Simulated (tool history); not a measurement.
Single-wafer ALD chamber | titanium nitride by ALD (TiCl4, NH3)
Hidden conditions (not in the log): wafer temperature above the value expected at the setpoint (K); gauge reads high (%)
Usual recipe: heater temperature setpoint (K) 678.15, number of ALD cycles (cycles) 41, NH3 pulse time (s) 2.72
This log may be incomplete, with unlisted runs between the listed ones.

run	hour	heater temperature setpoint (K)	number of ALD cycles (cycles)	NH3 pulse time (s)	wafers since the last listed run	hours since the last thermocouple change	hours since the showerhead was replaced	hours since the gauge calibration	read-back reference wafer on the same gauge, thickness_nm	mean film thickness on the monitor wafer (Å)
1	0	678.15	41	2.72	0	2462.5	5643.2	89.9	0.812	8.9
2	25.5	674.15	41	2.28	149	2488	5668.7	115.4	0.813	8.82
3	80.5	674.15	41	2.28	322	2543	5723.7	170.4	0.812	8.86
4	112.4	674.15	41	2.28	186	2574.9	5755.6	202.3	0.811	8.86
5	138.9	685.15	41	2.72	155	2601.4	5782.1	228.8	0.812	8.91
6	195.3	678.15	37	2.72	330	2657.8	5838.5	285.2	0.812	8.04
7	233.8	678.15	41	2.72	225	2696.3	5877	323.7	0.811	8.89
# hour 252.7: gauge calibrated
# hour 271.6: thermocouple changed; heater temperature recalibrated
8	272.1	678.15	41	2.72	177	0.5	5915.3	19.4	0.812	8.88
9	329.2	678.15	41	2.72	334	57.6	5972.4	76.5	0.812	8.88
10	384.3	671.15	49	3.66	322	112.7	6027.5	131.6	0.812	10.68
11	442.6	668.15	46	3.72	341	171	6085.8	189.9	0.811	10.02
12	509.6	672.15	33	1.87	392	238	6152.8	256.9	0.812	7.09
13	556.8	678.15	41	2.72	276	285.2	6200	304.1	0.813	8.9
# hour 617.9: showerhead replaced
14	622.9	684.15	37	1.75	340	351.3	5	370.2	0.813	7.97
# hour 653.4: gauge calibrated
15	663	685.15	41	2.4	234	391.4	45.1	9.6	0.812	8.92
16	702.1	667.15	38	2.72	229	430.5	84.2	48.7	0.812	8.22
17	739.9	665.15	41	2.72	221	468.3	122	86.5	0.813	8.86
18	804	678.15	41	3.65	375	532.4	186.1	150.6	0.812	8.94

What the log doesn't show, run by run:
wafer temperature above the value expected at the setpoint (K): 0 at every run
gauge reads high (%): 0 at every run

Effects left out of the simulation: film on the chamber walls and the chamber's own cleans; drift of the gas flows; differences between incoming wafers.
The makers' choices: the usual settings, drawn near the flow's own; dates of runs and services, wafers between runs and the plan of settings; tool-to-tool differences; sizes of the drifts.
